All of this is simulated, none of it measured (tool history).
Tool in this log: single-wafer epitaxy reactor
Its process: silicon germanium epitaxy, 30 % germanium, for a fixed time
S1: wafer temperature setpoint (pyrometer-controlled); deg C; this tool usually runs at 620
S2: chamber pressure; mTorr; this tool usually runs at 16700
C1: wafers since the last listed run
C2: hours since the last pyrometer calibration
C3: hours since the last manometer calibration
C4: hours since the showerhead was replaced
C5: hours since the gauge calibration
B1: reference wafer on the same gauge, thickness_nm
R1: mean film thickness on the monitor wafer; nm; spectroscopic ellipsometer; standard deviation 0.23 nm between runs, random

| run | hour | S1 | S2 | C1 | C2 | C3 | C4 | C5 | B1 | R1 |
|---|---|---|---|---|---|---|---|---|---|---|
| 1 | 0.0 | 620 | 16700 | 0 | 1194.1 | 1023.8 | 3415.3 | 63.2 | 67.913 | 85.601 |
| 2 | 46.4 | 620 | 16700 | 913 | 1240.5 | 1070.2 | 3461.7 | 109.6 | 68.010 | 85.419 |
| 3 | 74.9 | 620 | 15400 | 560 | 1269.0 | 1098.7 | 3490.2 | 138.1 | 68.038 | 82.382 |
| 4 | 110.1 | 620 | 15400 | 692 | 1304.2 | 1133.9 | 3525.4 | 173.3 | 68.094 | 82.249 |
| 5 | 161.2 | 620 | 15400 | 1005 | 1355.3 | 1185.0 | 3576.5 | 224.4 | 67.991 | 82.248 |
| 6 | 231.6 | 620 | 16700 | 1385 | 1425.7 | 1255.4 | 3646.9 | 294.8 | 68.087 | 85.746 |
|  | 289.4 | gauge calibrated |
| 7 | 294.8 | 620 | 16700 | 1243 | 1488.9 | 1318.6 | 3710.1 | 5.4 | 68.008 | 85.995 |
|  | 327.4 | showerhead replaced |
| 8 | 327.9 | 615 | 19100 | 493 | 1522.0 | 1351.7 | 0.5 | 38.5 | 67.928 | 84.482 |
|  | 359.0 | capacitance manometer re-zeroed and calibrated |
|  | 364.6 | pyrometer calibrated |
| 9 | 369.1 | 609 | 14700 | 543 | 4.5 | 10.1 | 41.7 | 79.7 | 67.981 | 62.718 |
| 10 | 398.0 | 620 | 16700 | 568 | 33.4 | 39.0 | 70.6 | 108.6 | 68.030 | 80.563 |
| 11 | 442.8 | 627 | 20400 | 881 | 78.2 | 83.8 | 115.4 | 153.4 | 68.005 | 98.501 |

Run 12 has not been measured yet. What should we expect?
| 12 | 509.9 | 620 | 13900 | 1320 | 145.3 | 150.9 | 182.5 | 220.5 | ? | ? |

B1: 67.903
R1: 74.629 nm
With no hidden state in the tool, this same run would have given R1 72.360 nm.
